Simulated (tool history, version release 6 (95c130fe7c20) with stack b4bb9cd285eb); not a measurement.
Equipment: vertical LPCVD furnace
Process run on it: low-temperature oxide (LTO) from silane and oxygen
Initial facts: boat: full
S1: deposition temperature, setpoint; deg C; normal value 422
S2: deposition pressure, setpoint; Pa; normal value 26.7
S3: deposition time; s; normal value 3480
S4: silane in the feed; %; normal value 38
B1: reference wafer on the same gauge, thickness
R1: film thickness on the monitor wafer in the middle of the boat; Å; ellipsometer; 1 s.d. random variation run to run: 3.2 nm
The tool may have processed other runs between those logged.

Run 1, hour 0.0: usual settings but S3 3060 s, S4 32 %; B1 657.49. Result: R1 4081.3 Å.
Run 2, hour 66.8: usual settings but S3 3060 s, S4 32 %; B1 657.37. Result: R1 4060.4 Å.
Run 3, hour 158.7: usual settings but S1 426 deg C; B1 656.84. Result: R1 6011.0 Å.
Run 4, hour 228.8: usual settings but S1 426 deg C; B1 656.86. Result: R1 5973.2 Å.
At hour 284.8: gauge calibrated.
Run 5, hour 291.1: usual settings but S1 414 deg C, S3 4230 s; B1 656.48. Result: R1 6379.4 Å.
Run 6, hour 342.7: usual settings but S1 414 deg C, S3 4230 s; B1 658.41. Result: R1 6394.5 Å.
Run 7, hour 428.8: usual settings but S1 414 deg C, S3 4230 s; B1 656.39. Result: R1 6321.7 Å.
Run 8, hour 507.0: usual settings but S1 416 deg C, S3 4290 s; B1 656.27. Result: R1 6634.2 Å.
Run 9, hour 606.1: usual settings but S1 416 deg C, S3 4290 s; B1 657.35. Result: R1 6568.9 Å.
At hour 648.4: silane flow controller replaced.
Run 10, hour 676.9: usual settings; B1 656.75. Result: R1 5712.3 Å.
At hour 717.5: pressure gauge zeroed.
Run 11, hour 737.7: usual settings; B1 657.34. Result: R1 6059.9 Å.
Run 12, hour 775.3: usual settings but S2 22.7 Pa; B1 656.72. Result: R1 5129.0 Å.
Run 13, hour 838.3: usual settings but S1 416 deg C, S3 4290 s; B1 655.64. Result: R1 6917.0 Å.
Run 14, hour 895.2: usual settings but S1 412 deg C, S3 4800 s, S4 32 %; B1 657.20. Result: R1 5986.3 Å.
Run 15, hour 963.8: usual settings but S3 3060 s, S4 32 %; B1 656.29. Result: R1 4202.7 Å.
At hour 1064.6: thermocouples replaced and temperature profile calibrated.
Run 16, hour 1065.1: usual settings; B1 657.75. Result: R1 6033.6 Å.
At hour 1111.5: gauge calibrated.
Run 17, hour 1141.6: usual settings but S1 426 deg C, S2 24.0 Pa; B1 657.90. Result: R1 5653.3 Å.
Run 18, hour 1231.9: usual settings but S4 34 %; B1 658.15. Result: R1 5191.5 Å.
Run 19, hour 1269.8: usual settings but S1 411 deg C; B1 657.37. Result: R1 5341.8 Å.
Run 20, hour 1342.0: usual settings but S2 32.0 Pa; B1 656.32. Result: R1 7215.3 Å.
Run 21, hour 1443.7: usual settings but S2 31.3 Pa; B1 657.21. Result: R1 7054.3 Å.
Run 22, hour 1513.2: usual settings but S1 417 deg C, S2 22.7 Pa; B1 657.49. Result: R1 4833.9 Å.
Run 23, hour 1571.7: usual settings but S1 414 deg C, S4 42 %; B1 657.35. Result: R1 6169.5 Å.

Here are 5 independent what-if runs from the current tool condition. What would each one return?
Run A, hour 1576.6: usual settings but S3 2490 s; B1 ?. Result: R1 ?.
Run B, hour 1576.6: usual settings but S1 418 deg C, S2 22.7 Pa, S4 32 %; B1 ?. Result: R1 ?.
Run C, hour 1576.6: usual settings but S2 24.7 Pa, S3 4650 s, S4 36 %; B1 ?. Result: R1 ?.
Run D, hour 1576.6: usual settings but S3 4290 s, S4 32 %; B1 ?. Result: R1 ?.
Run E, hour 1576.6: usual settings but S1 431 deg C; B1 ?. Result: R1 ?.

run      B1      R1
  A  656.84  4328.3
  B  656.84  3955.9
  C  656.84  7001.9
  D  656.84  5993.8
  E  656.84  6625.5
What these runs would have given with no unlogged condition in the tool:
run      R1
  A  4335.1
  B  3963.2
  C  7013.8
  D  6003.2
  E  6635.9
